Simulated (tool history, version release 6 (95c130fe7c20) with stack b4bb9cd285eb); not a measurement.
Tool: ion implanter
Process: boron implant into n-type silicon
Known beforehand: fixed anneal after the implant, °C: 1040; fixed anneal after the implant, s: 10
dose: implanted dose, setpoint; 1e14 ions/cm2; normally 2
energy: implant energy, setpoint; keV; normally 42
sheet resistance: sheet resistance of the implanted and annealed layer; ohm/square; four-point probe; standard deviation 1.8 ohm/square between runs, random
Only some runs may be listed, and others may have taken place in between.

run   hour  dose  energy  wafers since the last listed run  hours since the last dose calibration  hours since the extraction supply was calibrated  hours since the gauge calibration  read-back reference wafer on the same gauge, sheet resistance  sheet resistance
  1      0  2.15      42                                 0                                  519.2                                              2962                              336.9                                                         377.01            409.52
  2   31.1  2.15      42                               723                                  550.3                                            2993.1                                368                                                          376.9            411.12
  3   45.4  2.15      42                               332                                  564.6                                            3007.4                              382.3                                                         377.37            411.58
  4   71.6  1.88    46.5                               609                                  590.8                                            3033.6                              408.5                                                         376.92            445.86
  5  102.2  2.41    45.5                               711                                  621.4                                            3064.2                              439.1                                                         377.14            373.67
  6  115.2     2      42                               302                                  634.4                                            3077.2                              452.1                                                         376.65            438.35
  7  138.2     2      42                               534                                  657.4                                            3100.2                              475.1                                                         376.82            436.78
  8  166.5     2      42                               658                                  685.7                                            3128.5                              503.4                                                         377.05            435.51
  9  199.4  2.24      34                               765                                  718.6                                            3161.4                              536.3                                                         376.88            413.77
 10  213.2  2.24      34                               320                                  732.4                                            3175.2                              550.1                                                         377.26            412.32
 11  247.2  2.24      34                               790                                  766.4                                            3209.2                              584.1                                                         377.36            408.99
       281  -- gauge calibrated
 12  282.5   1.5    29.5                               820                                  801.7                                            3244.5                                1.5                                                         377.06             574.1
 13    304     2    55.5                               500                                  823.2                                              3266                                 23                                                         377.05            420.03
 14  318.2  2.16    34.5                               330                                  837.4                                            3280.2                               37.2                                                         376.92            426.39
 15  344.2  1.66      54                               604                                  863.4                                            3306.2                               63.2                                                         376.92            485.61
 16    373     2      42                               669                                  892.2                                              3335                                 92                                                         376.99             440.5
     439.9  -- Faraday cup replaced and dose calibrated
     446.9  -- extraction supply calibrated
 17  452.9   1.8      53                              1509                                     13                                                 6                              171.9                                                         377.41            437.51
 18  488.6  2.17    33.5                               830                                   48.7                                              41.7                              207.6                                                         377.26            405.45
 19  503.9  2.58      42                               355                                     64                                                57                              222.9                                                         377.37            345.94
 20  530.5     2      42                               618                                   90.6                                              83.6                              249.5                                                         377.04            425.24
 21    543     2      42                               290                                  103.1                                              96.1                                262                                                         376.79            422.74
 22  645.8  1.57    36.5                              2390                                  205.9                                             198.9                              364.8                                                         377.17            521.88

Run-by-run hidden state of the tool:
deviation of the true energy from its setpoint, %: 0 at every run
gauge reads high (%): 0 at every run
H1: deviation of the true dose from the Faraday cup's reading, %
run      H1
  1   -3.49
  2   -3.68
  3   -3.77
  4   -3.92
  5   -4.11
  6   -4.18
  7   -4.32
  8   -4.49
  9   -4.69
 10   -4.77
 11   -4.97
 12   -5.18
 13   -5.31
 14    -5.4
 15   -5.55
 16   -5.73
 17   0.339
 18   0.125
 19  0.0337
 20  -0.125
 21    -0.2
 22  -0.815

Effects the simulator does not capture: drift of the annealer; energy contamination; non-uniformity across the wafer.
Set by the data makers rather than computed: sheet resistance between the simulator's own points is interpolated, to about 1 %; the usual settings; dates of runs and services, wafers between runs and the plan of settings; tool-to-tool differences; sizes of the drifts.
